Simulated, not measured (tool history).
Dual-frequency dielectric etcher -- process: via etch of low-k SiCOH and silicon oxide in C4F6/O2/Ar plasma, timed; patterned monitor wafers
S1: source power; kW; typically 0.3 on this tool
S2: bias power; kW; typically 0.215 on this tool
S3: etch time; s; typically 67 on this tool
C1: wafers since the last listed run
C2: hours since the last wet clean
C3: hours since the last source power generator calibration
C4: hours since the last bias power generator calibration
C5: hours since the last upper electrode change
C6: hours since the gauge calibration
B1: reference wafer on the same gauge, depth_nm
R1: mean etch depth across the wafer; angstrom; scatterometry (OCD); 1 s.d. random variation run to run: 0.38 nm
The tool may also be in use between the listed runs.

{"run": 1, "day": 0.0, "S1": 0.3, "S2": 0.215, "S3": 67, "C1": 0, "C2": 222.5, "C3": 5124.1, "C4": 2972.8, "C5": 4150.3, "C6": 755.5, "B1": 223, "R1": 1891}
{"run": 2, "day": 2.262, "S1": 0.3, "S2": 0.215, "S3": 67, "C1": 600, "C2": 276.8, "C3": 5178.4, "C4": 3027.1, "C5": 4204.6, "C6": 809.8, "B1": 222.9, "R1": 1884}
{"run": 3, "day": 5.292, "S1": 0.3, "S2": 0.215, "S3": 67, "C1": 804, "C2": 349.5, "C3": 5251.1, "C4": 3099.8, "C5": 4277.3, "C6": 882.5, "B1": 222.4, "R1": 1882}
{"day": 6.917, "done": "wet clean of the chamber"}
{"run": 4, "day": 8.479, "S1": 0.3, "S2": 0.215, "S3": 67, "C1": 580, "C2": 37.5, "C3": 5327.6, "C4": 3176.3, "C5": 4353.8, "C6": 959, "B1": 222, "R1": 1878}
{"run": 5, "day": 10.275, "S1": 0.3, "S2": 0.215, "S3": 67, "C1": 476, "C2": 80.6, "C3": 5370.7, "C4": 3219.4, "C5": 4396.9, "C6": 1002.1, "B1": 221.7, "R1": 1881}
{"run": 6, "day": 17.504, "S1": 0.3, "S2": 0.215, "S3": 67, "C1": 1918, "C2": 254.1, "C3": 5544.2, "C4": 3392.9, "C5": 4570.4, "C6": 1175.6, "B1": 220.5, "R1": 1875}
{"day": 17.821, "done": "source power generator calibrated"}
{"day": 20.708, "done": "wet clean of the chamber"}
{"run": 7, "day": 20.729, "S1": 0.3, "S2": 0.215, "S3": 67, "C1": 546, "C2": 0.5, "C3": 69.8, "C4": 3470.3, "C5": 4647.8, "C6": 1253, "B1": 220, "R1": 1859}
{"day": 21.771, "done": "gauge calibrated"}
{"run": 8, "day": 21.996, "S1": 0.3, "S2": 0.215, "S3": 67, "C1": 336, "C2": 30.9, "C3": 100.2, "C4": 3500.7, "C5": 4678.2, "C6": 5.4, "B1": 224.2, "R1": 1898}
{"day": 24.292, "done": "upper electrode replaced"}
{"run": 9, "day": 24.312, "S1": 0.3, "S2": 0.215, "S3": 67, "C1": 349, "C2": 86.5, "C3": 155.8, "C4": 3556.3, "C5": 0.5, "C6": 61, "B1": 224.3, "R1": 1898}
{"run": 10, "day": 25.75, "S1": 0.22, "S2": 0.189, "S3": 55, "C1": 381, "C2": 121, "C3": 190.3, "C4": 3590.8, "C5": 35, "C6": 95.5, "B1": 224.2, "R1": 1341}
{"run": 11, "day": 28.462, "S1": 0.33, "S2": 0.215, "S3": 73, "C1": 719, "C2": 186.1, "C3": 255.4, "C4": 3655.9, "C5": 100.1, "C6": 160.6, "B1": 224.1, "R1": 2124}
{"run": 12, "day": 32.621, "S1": 0.3, "S2": 0.215, "S3": 67, "C1": 1103, "C2": 285.9, "C3": 355.2, "C4": 3755.7, "C5": 199.9, "C6": 260.4, "B1": 224.1, "R1": 1903}
{"day": 36.188, "done": "wet clean of the chamber"}
{"run": 13, "day": 36.446, "S1": 0.3, "S2": 0.215, "S3": 67, "C1": 749, "C2": 6.2, "C3": 447, "C4": 3847.5, "C5": 291.7, "C6": 352.2, "B1": 223.8, "R1": 1891}
{"run": 14, "day": 40.425, "S1": 0.3, "S2": 0.187, "S3": 67, "C1": 1056, "C2": 101.7, "C3": 542.5, "C4": 3943, "C5": 387.2, "C6": 447.7, "B1": 223.6, "R1": 1792}
{"day": 42.142, "done": "bias power generator calibrated"}
{"run": 15, "day": 44.346, "S1": 0.33, "S2": 0.266, "S3": 73.5, "C1": 996, "C2": 195.8, "C3": 636.6, "C4": 52.9, "C5": 481.3, "C6": 541.8, "B1": 223.5, "R1": 2339}
{"run": 16, "day": 48.796, "S1": 0.3, "S2": 0.215, "S3": 52.5, "C1": 1181, "C2": 302.6, "C3": 743.4, "C4": 159.7, "C5": 588.1, "C6": 648.6, "B1": 222.9, "R1": 1483}
{"day": 50.562, "done": "wet clean of the chamber"}
{"run": 17, "day": 52.312, "S1": 0.23, "S2": 0.215, "S3": 83.5, "C1": 667, "C2": 42, "C3": 827.8, "C4": 244.1, "C5": 672.5, "C6": 733, "B1": 222.5, "R1": 2164}
{"run": 18, "day": 55.188, "S1": 0.32, "S2": 0.188, "S3": 76.5, "C1": 763, "C2": 111, "C3": 896.8, "C4": 313.1, "C5": 741.5, "C6": 802, "B1": 222.1, "R1": 2075}

What if the next run were any one of these 3? Each begins from the tool's condition after run 18:
{"run": "A", "day": 55.204, "S1": 0.35, "S2": 0.215, "S3": 67, "C1": 4, "C2": 111.4, "C3": 897.2, "C4": 313.5, "C5": 741.9, "C6": 802.4, "B1": "?", "R1": "?"}
{"run": "B", "day": 55.204, "S1": 0.32, "S2": 0.23, "S3": 77, "C1": 4, "C2": 111.4, "C3": 897.2, "C4": 313.5, "C5": 741.9, "C6": 802.4, "B1": "?", "R1": "?"}
{"run": "C", "day": 55.204, "S1": 0.24, "S2": 0.215, "S3": 67, "C1": 4, "C2": 111.4, "C3": 897.2, "C4": 313.5, "C5": 741.9, "C6": 802.4, "B1": "?", "R1": "?"}

run=A B1=222 R1=1981
run=B B1=222 R1=2278
run=C B1=222 R1=1764
What these runs would have given with no unlogged condition in the tool:
run=A R1=2007
run=B R1=2307
run=C R1=1787
